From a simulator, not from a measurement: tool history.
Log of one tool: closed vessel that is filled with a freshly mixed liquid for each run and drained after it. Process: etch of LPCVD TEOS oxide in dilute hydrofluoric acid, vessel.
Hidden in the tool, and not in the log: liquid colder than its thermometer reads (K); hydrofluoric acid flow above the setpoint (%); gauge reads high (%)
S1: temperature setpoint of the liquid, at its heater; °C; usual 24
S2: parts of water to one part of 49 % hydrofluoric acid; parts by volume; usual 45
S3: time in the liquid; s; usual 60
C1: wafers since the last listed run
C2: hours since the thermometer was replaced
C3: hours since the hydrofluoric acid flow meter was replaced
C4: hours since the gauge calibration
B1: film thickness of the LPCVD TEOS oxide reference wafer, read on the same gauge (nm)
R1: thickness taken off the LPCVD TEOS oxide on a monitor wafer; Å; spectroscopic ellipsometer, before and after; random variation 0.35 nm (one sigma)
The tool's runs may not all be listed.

| run | hour | S1 | S2 | S3 | C1 | C2 | C3 | C4 | B1 | R1 |
|---|---|---|---|---|---|---|---|---|---|---|
| 1 | 0 | 24 | 45 | 35 | 0 | 1123.4 | 1084.2 | 57.7 | 109.98 | 311.3 |
| 2 | 8.4 | 24 | 45 | 60 | 745 | 1131.8 | 1092.6 | 66.1 | 109.97 | 537.7 |
| 3 | 25.7 | 24 | 50 | 60 | 1536 | 1149.1 | 1109.9 | 83.4 | 110.01 | 480.6 |
| 4 | 33.1 | 24 | 50 | 60 | 657 | 1156.5 | 1117.3 | 90.8 | 110.03 | 487.2 |
| 5 | 44 | 24 | 45 | 45 | 967 | 1167.4 | 1128.2 | 101.7 | 109.99 | 403.1 |
| 6 | 53.1 | 24 | 45 | 45 | 807 | 1176.5 | 1137.3 | 110.8 | 110.01 | 403.7 |
| 7 | 61.1 | 24 | 45 | 45 | 710 | 1184.5 | 1145.3 | 118.8 | 109.93 | 406.4 |
| 8 | 76.6 | 24 | 45 | 60 | 1376 | 1200 | 1160.8 | 134.3 | 110.05 | 542.4 |
| 9 | 86.7 | 22 | 45 | 60 | 896 | 1210.1 | 1170.9 | 144.4 | 109.96 | 502.7 |
| 10 | 92.9 | 24 | 45 | 60 | 550 | 1216.3 | 1177.1 | 150.6 | 110.01 | 542.8 |
| 11 | 101.5 | 24 | 45 | 60 | 763 | 1224.9 | 1185.7 | 159.2 | 109.98 | 545.1 |
| 12 | 116.2 | 24 | 45 | 60 | 1305 | 1239.6 | 1200.4 | 173.9 | 110.03 | 546.3 |
|  | 130.4 | thermometer replaced |
| 13 | 131.5 | 24 | 45 | 60 | 1269 | 1.1 | 1215.7 | 189.2 | 110 | 541.4 |
| 14 | 139.9 | 24 | 45 | 60 | 745 | 9.5 | 1224.1 | 197.6 | 109.98 | 544.6 |
| 15 | 146.7 | 24 | 45 | 60 | 603 | 16.3 | 1230.9 | 204.4 | 109.98 | 544.4 |
| 16 | 162.1 | 27.5 | 45 | 60 | 1367 | 31.7 | 1246.3 | 219.8 | 110.02 | 632.7 |
| 17 | 174.5 | 19.5 | 60 | 60 | 1100 | 44.1 | 1258.7 | 232.2 | 109.98 | 326 |
|  | 201 | gauge calibrated |
| 18 | 219.6 | 24 | 45 | 60 | 4004 | 89.2 | 1303.8 | 18.6 | 110.05 | 551.1 |
| 19 | 235.6 | 24 | 35 | 60 | 1420 | 105.2 | 1319.8 | 34.6 | 110.02 | 703 |
| 20 | 250.1 | 24 | 45 | 60 | 1287 | 119.7 | 1334.3 | 49.1 | 110.04 | 540 |
|  | 257.9 | hydrofluoric acid flow meter replaced |
| 21 | 258.4 | 24 | 30 | 40 | 648 | 128 | 0.5 | 57.4 | 110.04 | 596.2 |
| 22 | 264 | 26.5 | 45 | 95 | 497 | 133.6 | 6.1 | 63 | 110.03 | 1035.4 |
| 23 | 272.2 | 24 | 45 | 60 | 728 | 141.8 | 14.3 | 71.2 | 110.01 | 585 |
| 24 | 280.8 | 24 | 45 | 60 | 763 | 150.4 | 22.9 | 79.8 | 110.01 | 579.5 |
| 25 | 296.6 | 29 | 35 | 60 | 1402 | 166.2 | 38.7 | 95.6 | 110.05 | 932.7 |
| 26 | 308.7 | 28.5 | 40 | 60 | 1074 | 178.3 | 50.8 | 107.7 | 110.01 | 801.9 |
|  | 325.7 | hydrofluoric acid flow meter replaced, repeated, since the last time left the tool worse |
| 27 | 326.2 | 21.5 | 55 | 45 | 1465 | 195.8 | 0.5 | 125.2 | 110.01 | 273 |
| 28 | 334.4 | 24 | 45 | 60 | 728 | 204 | 8.7 | 133.4 | 110.02 | 503.6 |
| 29 | 350.8 | 26.5 | 40 | 35 | 1456 | 220.4 | 25.1 | 149.8 | 110 | 370.1 |
| 30 | 361.2 | 21 | 60 | 80 | 923 | 230.8 | 35.5 | 160.2 | 109.98 | 442.5 |
| 31 | 375.7 | 24 | 45 | 60 | 1287 | 245.3 | 50 | 174.7 | 110.01 | 507.7 |
| 32 | 393 | 19 | 55 | 85 | 1536 | 262.6 | 67.3 | 192 | 109.99 | 468.1 |

What if the next run were any one of these 4? Each begins from the tool's condition after run 32:
| A | 393.7 | 24 | 45 | 85 | 62 | 263.3 | 68 | 192.7 | ? | ? |
| B | 393.7 | 28 | 30 | 80 | 62 | 263.3 | 68 | 192.7 | ? | ? |
| C | 393.7 | 28 | 40 | 60 | 62 | 263.3 | 68 | 192.7 | ? | ? |
| D | 393.7 | 24 | 30 | 45 | 62 | 263.3 | 68 | 192.7 | ? | ? |

| run | B1 | R1 |
|---|---|---|
| A | 109.99 | 714.4 |
| B | 109.99 | 1213.4 |
| C | 109.99 | 672.5 |
| D | 109.99 | 578.7 |
Without the tool's hidden state the same runs would have given:
| run | R1 |
|---|---|
| A | 709.8 |
| B | 1205.8 |
| C | 668.2 |
| D | 575.1 |

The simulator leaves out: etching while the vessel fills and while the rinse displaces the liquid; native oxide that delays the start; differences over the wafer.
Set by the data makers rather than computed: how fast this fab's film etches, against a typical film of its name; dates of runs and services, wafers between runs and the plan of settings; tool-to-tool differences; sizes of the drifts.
